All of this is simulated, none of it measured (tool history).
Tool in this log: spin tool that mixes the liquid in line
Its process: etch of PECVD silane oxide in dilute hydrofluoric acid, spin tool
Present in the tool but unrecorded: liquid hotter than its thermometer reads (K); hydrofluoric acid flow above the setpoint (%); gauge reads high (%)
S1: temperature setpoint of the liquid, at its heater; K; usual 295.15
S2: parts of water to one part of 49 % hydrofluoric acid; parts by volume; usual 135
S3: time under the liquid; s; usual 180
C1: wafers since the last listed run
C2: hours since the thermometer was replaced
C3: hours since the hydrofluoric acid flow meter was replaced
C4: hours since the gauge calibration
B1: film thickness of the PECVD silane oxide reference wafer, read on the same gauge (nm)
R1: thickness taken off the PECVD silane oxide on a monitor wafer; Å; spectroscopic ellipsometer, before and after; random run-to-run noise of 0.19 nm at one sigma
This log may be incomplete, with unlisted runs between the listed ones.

run   hour      S1   S2   S3   C1      C2     C3     C4     B1     R1
  1    0.0  295.15  135  180    0  2474.5   56.3  482.6  48.57  293.2
  2   19.4  295.15  135  180  125  2493.9   75.7  502.0  48.56  290.5
  3   35.4  295.15  135  180  103  2509.9   91.7  518.0  48.57  291.8
  4   52.1  295.15  135  180  108  2526.6  108.4  534.7  48.57  293.0
  5   78.2  295.15  135  180  169  2552.7  134.5  560.8  48.56  292.1
  6  110.9  295.15  135  180  212  2585.4  167.2  593.5  48.52  289.3
  7  137.4  293.15  135  180  171  2611.9  193.7  620.0  48.47  269.9
  8  155.9  293.15  135  180  120  2630.4  212.2  638.5  48.46  267.6
  9  228.0  295.15  135  180  467  2702.5  284.3  710.6  48.43  296.8
 10  262.4  295.15  135  180  223  2736.9  318.7  745.0  48.41  293.3
 11  281.1  295.15  135  180  121  2755.6  337.4  763.7  48.44  293.3
 12  312.5  295.15  135  140  203  2787.0  368.8  795.1  48.33  226.3
     339.7  -- gauge calibrated
 13  397.4  295.15  135  180  551  2871.9  453.7   57.7  49.73  297.5
 14  433.1  295.15  135  180  231  2907.6  489.4   93.4  49.58  298.3
 15  450.9  293.15   80  130  115  2925.4  507.2  111.2  49.50  356.9
 16  464.6  299.65  135  255   88  2939.1  520.9  124.9  49.40  501.4
 17  483.6  290.65  135  255  123  2958.1  539.9  143.9  49.35  354.2
     485.4  -- thermometer replaced
 18  513.4  295.15  135  180  186    28.0  569.7  173.7  49.30  298.2
     522.2  -- hydrofluoric acid flow meter replaced
 19  599.1  295.15  105  180  549   113.7   76.9  259.4  49.04  388.4
 20  630.7  295.15  135  180  205   145.3  108.5  291.0  48.99  291.9
 21  674.6  295.15  100  180  284   189.2  152.4  334.9  48.87  416.8
 22  701.3  295.15  135  270  173   215.9  179.1  361.6  48.85  437.6
 23  715.4  291.65  155  270   91   230.0  193.2  375.7  48.81  329.2
 24  736.6  297.15   80  210  137   251.2  214.4  396.9  48.79  673.6
 25  768.2  295.15  185  265  205   282.8  246.0  428.5  48.72  297.1
 26  796.8  295.15  135  180  185   311.4  274.6  457.1  48.69  293.9
 27  822.7  299.15  155   80  168   337.3  300.5  483.0  48.65  130.0
 28  844.3  295.15  135  145  140   358.9  322.1  504.6  48.66  238.2
 29  863.5  295.15  110  180  124   378.1  341.3  523.8  48.63  371.8
 30  891.3  295.15  135  180  180   405.9  369.1  551.6  48.56  295.8
 31  919.8  291.15   90   75  184   434.4  397.6  580.1  48.63  163.4
 32  933.1  295.15  200  270   86   447.7  410.9  593.4  48.58  275.8

Some steps in R1, run to run, broken into two amounts with sign: the step expected even without the hidden condition (settings, incoming material, random variation), and the rest, left for the hidden condition together with whatever gauge scatter is not in both the measured and the hidden-condition-free result:
Run 12 -> 13: S3 140 -> 180, gauge calibrated. R1 +71.2 Å: hidden state +5.8, all else +65.4.
Run 23 -> 24: S1 291.65 -> 297.15, S2 155 -> 80, S3 270 -> 210. R1 +344.4 Å: hidden state -9.0, all else +353.4.
Run 24 -> 25: S1 297.15 -> 295.15, S2 80 -> 185, S3 210 -> 265. R1 -376.5 Å: hidden state +9.3, all else -385.8.
Run 26 -> 27: S1 295.15 -> 299.15, S2 135 -> 155, S3 180 -> 80. R1 -163.9 Å: hidden state +4.3, all else -168.2.

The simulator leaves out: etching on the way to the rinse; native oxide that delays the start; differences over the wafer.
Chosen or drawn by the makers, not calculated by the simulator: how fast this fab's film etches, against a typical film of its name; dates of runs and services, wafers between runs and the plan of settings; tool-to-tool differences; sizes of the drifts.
